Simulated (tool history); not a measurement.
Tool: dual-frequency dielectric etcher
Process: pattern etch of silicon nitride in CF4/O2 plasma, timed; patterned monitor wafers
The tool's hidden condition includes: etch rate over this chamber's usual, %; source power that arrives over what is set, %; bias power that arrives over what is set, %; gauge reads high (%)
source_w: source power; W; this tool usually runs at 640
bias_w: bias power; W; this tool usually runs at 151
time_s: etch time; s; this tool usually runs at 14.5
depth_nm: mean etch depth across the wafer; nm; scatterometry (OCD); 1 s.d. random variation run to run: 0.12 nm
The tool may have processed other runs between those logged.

run,hour,source_w,bias_w,time_s,wafers since the last listed run,hours since the last wet clean,hours since the last source power generator calibration,hours since the last bias power generator calibration,hours since the last upper electrode change,hours since the gauge calibration,"read-back reference wafer on the same gauge, depth_nm",depth_nm
1,0,640,151,17.5,0,432.7,2582,1026.7,5308.7,1047.9,26.53,41.11
2,54.4,640,151,17.5,856,487.1,2636.4,1081.1,5363.1,1102.3,26.52,40.9
# hour 88.9: wet clean of the chamber
3,110.4,640,151,17.5,503,21.5,2692.4,1137.1,5419.1,1158.3,26.52,41.19
4,151.6,640,151,14.5,648,62.7,2733.6,1178.3,5460.3,1199.5,26.54,33.95
5,180.2,640,151,14.5,450,91.3,2762.2,1206.9,5488.9,1228.1,26.52,33.83
6,207.7,640,151,14.5,432,118.8,2789.7,1234.4,5516.4,1255.6,26.53,34.01
7,270.5,640,151,14.5,988,181.6,2852.5,1297.2,5579.2,1318.4,26.49,34.19
8,317.7,640,151,14.5,742,228.8,2899.7,1344.4,5626.4,1365.6,26.5,33.88
9,362.6,640,151,14.5,706,273.7,2944.6,1389.3,5671.3,1410.5,26.47,34.26
10,423.4,570,151,13,957,334.5,3005.4,1450.1,5732.1,1471.3,26.44,27.34
11,479.4,570,151,13,881,390.5,3061.4,1506.1,5788.1,1527.3,26.51,27.34
# hour 610.4: gauge calibrated
# hour 621.7: upper electrode replaced
# hour 633.3: source power generator calibrated
12,685,570,151,13,2795,596.1,51.7,1711.7,63.3,74.6,26.51,27.66
# hour 734.8: wet clean of the chamber
13,735.3,640,151,14.5,413,0.5,102,1762,113.6,124.9,26.47,34.86
14,825.5,640,151,14.5,1419,90.7,192.2,1852.2,203.8,215.1,26.51,34.84
15,879.5,640,137,14.5,850,144.7,246.2,1906.2,257.8,269.1,26.46,33.58
# hour 980.9: source power generator calibrated, repeated, since the last time left the tool worse
16,1047.2,700,180,17,2576,312.4,66.3,2073.9,425.5,436.8,26.48,45.45
# hour 1105.4: bias power generator calibrated
17,1110.8,510,141,18.5,938,376,129.9,5.4,489.1,500.4,26.51,32.48
18,1138,640,151,14.5,428,403.2,157.1,32.6,516.3,527.6,26.5,33.15
19,1206.2,710,123,12.5,1073,471.4,225.3,100.8,584.5,595.8,26.52,29.11
20,1237.8,640,151,14.5,497,503,256.9,132.4,616.1,627.4,26.48,33.22
21,1263.8,710,124,16,409,529,282.9,158.4,642.1,653.4,26.49,37.49
22,1319.8,640,151,14.5,881,585,338.9,214.4,698.1,709.4,26.44,33.49
# hour 1363.8: wet clean of the chamber
23,1390.7,640,165,14.5,738,26.9,409.8,285.3,769,780.3,26.57,34.53
24,1444.9,710,151,14.5,853,81.1,464,339.5,823.2,834.5,26.5,36.76
25,1484,750,151,14.5,615,120.2,503.1,378.6,862.3,873.6,26.53,39.07
26,1509.7,690,151,18,404,145.9,528.8,404.3,888,899.3,26.49,44.41
27,1577.5,590,151,18.5,1067,213.7,596.6,472.1,955.8,967.1,26.5,39.06
28,1647.9,640,128,14.5,1108,284.1,667,542.5,1026.2,1037.5,26.48,31.21
29,1714.5,530,139,17.5,1048,350.7,733.6,609.1,1092.8,1104.1,26.54,32.1
30,1761.7,640,151,14.5,742,397.9,780.8,656.3,1140,1151.3,26.52,33.45

Per-run results on a tool with no hidden state, each run keeping its own random variation:
run,depth_nm
1,39.64
2,39.43
3,39.7
4,32.72
5,32.6
6,32.77
7,32.95
8,32.65
9,33
10,26.34
11,26.33
12,26.17
13,32.94
14,32.84
15,31.61
16,45.4
17,32.39
18,33.03
19,28.95
20,33.02
21,37.24
22,33.22
23,34.2
24,36.36
25,38.62
26,43.88
27,38.54
28,30.76
29,31.6
30,32.9

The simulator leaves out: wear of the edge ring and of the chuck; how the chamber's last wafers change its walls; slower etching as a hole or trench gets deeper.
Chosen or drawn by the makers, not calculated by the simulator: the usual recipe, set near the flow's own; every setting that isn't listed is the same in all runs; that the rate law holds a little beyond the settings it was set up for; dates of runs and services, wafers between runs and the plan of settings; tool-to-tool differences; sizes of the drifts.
